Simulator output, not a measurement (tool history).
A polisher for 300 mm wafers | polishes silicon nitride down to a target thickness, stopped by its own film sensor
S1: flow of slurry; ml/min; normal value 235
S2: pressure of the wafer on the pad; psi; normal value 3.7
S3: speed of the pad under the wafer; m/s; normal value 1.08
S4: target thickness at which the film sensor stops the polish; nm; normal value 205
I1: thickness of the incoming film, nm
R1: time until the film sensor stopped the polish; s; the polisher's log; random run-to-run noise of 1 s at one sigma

run     day   S1   S2    S3   S4     I1     R1
  1   0.000  235  3.7  1.08  205  382.6  107.3
      1.529  -- slurry nozzle cleaned
      3.904  -- worn pad replaced by a new one
  2   4.475  175  3.7  0.94  205  385.6  120.0
  3   5.208  235  3.7  1.08  205  376.2   98.7
  4   6.192  235  3.7  1.08  205  380.0  101.3
  5   7.100  235  3.7  1.08  205  381.0  102.4
  6   7.717  235  4.1  0.98  205  388.4  103.2
     10.921  -- slurry nozzle cleaned
  7  11.850  235  4.1  0.98  205  382.3  101.2
  8  12.604  235  4.1  0.98  205  382.7  103.7
     12.975  -- worn pad replaced by a new one
  9  13.271  235  3.7  1.08  205  376.9   97.6
 10  13.829  235  3.7  1.08  205  383.4   99.9
 11  14.375  235  3.7  1.08  205  380.8  101.0
 12  15.533  235  3.7  1.08  205  375.5  100.0
 13  16.617  235  3.7  1.08  205  381.3  102.9
 14  17.262  235  3.7  1.08  205  375.7  100.6
 15  18.167  235  3.7  1.08  205  375.7   98.9
 16  19.233  235  3.7  1.08  225  379.2   90.1
 17  19.804  235  3.7  1.08  205  384.0  108.4
 18  20.388  155  4.6  1.34  155  381.9   97.8
 19  21.267  195  2.8  0.76  245  378.2  137.1
     21.396  -- slurry nozzle cleaned
 20  22.088  310  3.7  1.08  205  384.7  104.9
 21  22.862  170  3.7  0.92  172  379.5  146.9
     23.442  -- worn pad replaced by a new one
 22  24.838  215  3.7  1.08  205  382.0  102.8
 23  25.479  235  3.7  1.08  205  375.6   99.6
 24  26.062  235  3.7  1.08  205  382.9  103.0
 25  26.654  200  4.5  1.32  265  374.4   47.6
 26  28.075  235  3.7  1.08  205  383.6  105.1
     28.725  -- head pressure recalibrated
 27  28.829  170  3.7  1.08  221  380.2   98.3
 28  30.004  235  2.7  0.72  249  383.8  147.6
     30.296  -- slurry nozzle cleaned
 29  30.529  190  3.7  1.08  205  377.2  105.0
 30  31.854  185  4.4  1.08  173  377.1  104.3
     32.404  -- worn pad replaced by a new one
 31  33.183  175  4.6  1.38  187  373.1   73.2
 32  37.575  160  3.0  0.86  252  378.1  113.4
 33  38.596  265  3.7  1.44  205  380.2   83.9
     39.088  -- slurry nozzle cleaned
 34  39.983  160  4.5  0.82  240  379.6   87.7
     41.179  -- worn pad replaced by a new one
 35  41.417  170  2.8  0.88  223  380.6  141.6
 36  42.075  280  3.7  1.30  264  377.8   56.2
 37  42.762  255  4.4  1.08  183  380.4   94.8

Alternative continuations, all from the tool just after run 37; predict every row:
  A  42.783  235  3.7  1.08  205  386.3   ?
  B  42.783  290  2.7  1.42  254  386.3   ?
  C  42.783  310  4.1  1.08  205  386.3   ?
  D  42.783  300  4.5  0.80  170  386.3   ?

run     R1
  A  104.0
  B   83.2
  C   91.2
  D  123.0
With no hidden state in the tool, these same runs would have given:
run     R1
  A  100.9
  B   80.7
  C   88.4
  D  119.3
